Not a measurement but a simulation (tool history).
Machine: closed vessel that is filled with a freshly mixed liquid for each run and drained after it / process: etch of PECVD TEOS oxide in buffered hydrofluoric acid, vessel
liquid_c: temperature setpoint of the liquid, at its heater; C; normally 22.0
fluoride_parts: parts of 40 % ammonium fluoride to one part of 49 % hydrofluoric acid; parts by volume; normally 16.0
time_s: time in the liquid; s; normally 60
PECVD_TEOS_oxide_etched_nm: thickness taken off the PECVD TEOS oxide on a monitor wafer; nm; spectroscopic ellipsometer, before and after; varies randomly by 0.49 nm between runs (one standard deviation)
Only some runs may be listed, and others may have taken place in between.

| run | hour | liquid_c | fluoride_parts | time_s | wafers since the last listed run | hours since the thermometer was replaced | hours since the hydrofluoric acid flow meter was replaced | hours since the gauge calibration | read-back film thickness of the PECVD TEOS oxide reference wafer, read on the same gauge (nm) | PECVD_TEOS_oxide_etched_nm |
|---|---|---|---|---|---|---|---|---|---|---|
| 1 | 0.0 | 22.0 | 16.0 | 60 | 0 | 587.9 | 1933.9 | 298.1 | 50.00 | 78.42 |
| 2 | 88.4 | 22.0 | 16.0 | 60 | 6681 | 676.3 | 2022.3 | 386.5 | 49.98 | 79.15 |
| 3 | 142.8 | 22.0 | 16.0 | 60 | 4111 | 730.7 | 2076.7 | 440.9 | 50.01 | 78.26 |
| 4 | 212.4 | 22.0 | 16.0 | 60 | 5260 | 800.3 | 2146.3 | 510.5 | 50.03 | 78.91 |
| 5 | 272.6 | 22.0 | 16.0 | 60 | 4550 | 860.5 | 2206.5 | 570.7 | 50.02 | 78.73 |
| 6 | 374.3 | 22.0 | 16.0 | 60 | 7686 | 962.2 | 2308.2 | 672.4 | 49.99 | 77.70 |
| 7 | 416.3 | 22.0 | 16.0 | 60 | 3174 | 1004.2 | 2350.2 | 714.4 | 49.99 | 78.80 |
| 8 | 487.9 | 22.0 | 16.0 | 60 | 5411 | 1075.8 | 2421.8 | 786.0 | 49.98 | 79.40 |
|  | 510.5 | thermometer replaced |
|  | 516.8 | hydrofluoric acid flow meter replaced |
| 9 | 533.9 | 22.0 | 16.0 | 80 | 3325 | 23.4 | 17.1 | 832.0 | 50.00 | 106.13 |
| 10 | 653.7 | 20.5 | 12.0 | 40 | 9054 | 143.2 | 136.9 | 951.8 | 50.01 | 64.85 |
| 11 | 725.8 | 17.5 | 11.0 | 60 | 5449 | 215.3 | 209.0 | 1023.9 | 50.01 | 89.36 |
| 12 | 821.2 | 22.0 | 16.0 | 60 | 7210 | 310.7 | 304.4 | 1119.3 | 50.01 | 80.24 |
| 13 | 922.8 | 22.0 | 16.0 | 60 | 7679 | 412.3 | 406.0 | 1220.9 | 49.99 | 79.21 |
| 14 | 1029.8 | 23.5 | 22.0 | 45 | 8087 | 519.3 | 513.0 | 1327.9 | 50.00 | 49.50 |
|  | 1037.9 | gauge calibrated |
| 15 | 1090.6 | 22.0 | 16.0 | 95 | 4595 | 580.1 | 573.8 | 52.7 | 50.02 | 126.93 |
| 16 | 1164.0 | 24.5 | 12.0 | 60 | 5547 | 653.5 | 647.2 | 126.1 | 50.02 | 122.18 |

Run 17 has not been measured yet. What should we expect?
| 17 | 1232.3 | 22.0 | 11.5 | 60 | 5162 | 721.8 | 715.5 | 194.4 | ? | ? |

Run 17 came out at read-back film thickness of the PECVD TEOS oxide reference wafer, read on the same gauge (nm) 49.96, PECVD_TEOS_oxide_etched_nm 111.46 nm.
Take away the tool's hidden state, keep the run-to-run variation as it was, and the same run would have given PECVD_TEOS_oxide_etched_nm 110.70 nm.

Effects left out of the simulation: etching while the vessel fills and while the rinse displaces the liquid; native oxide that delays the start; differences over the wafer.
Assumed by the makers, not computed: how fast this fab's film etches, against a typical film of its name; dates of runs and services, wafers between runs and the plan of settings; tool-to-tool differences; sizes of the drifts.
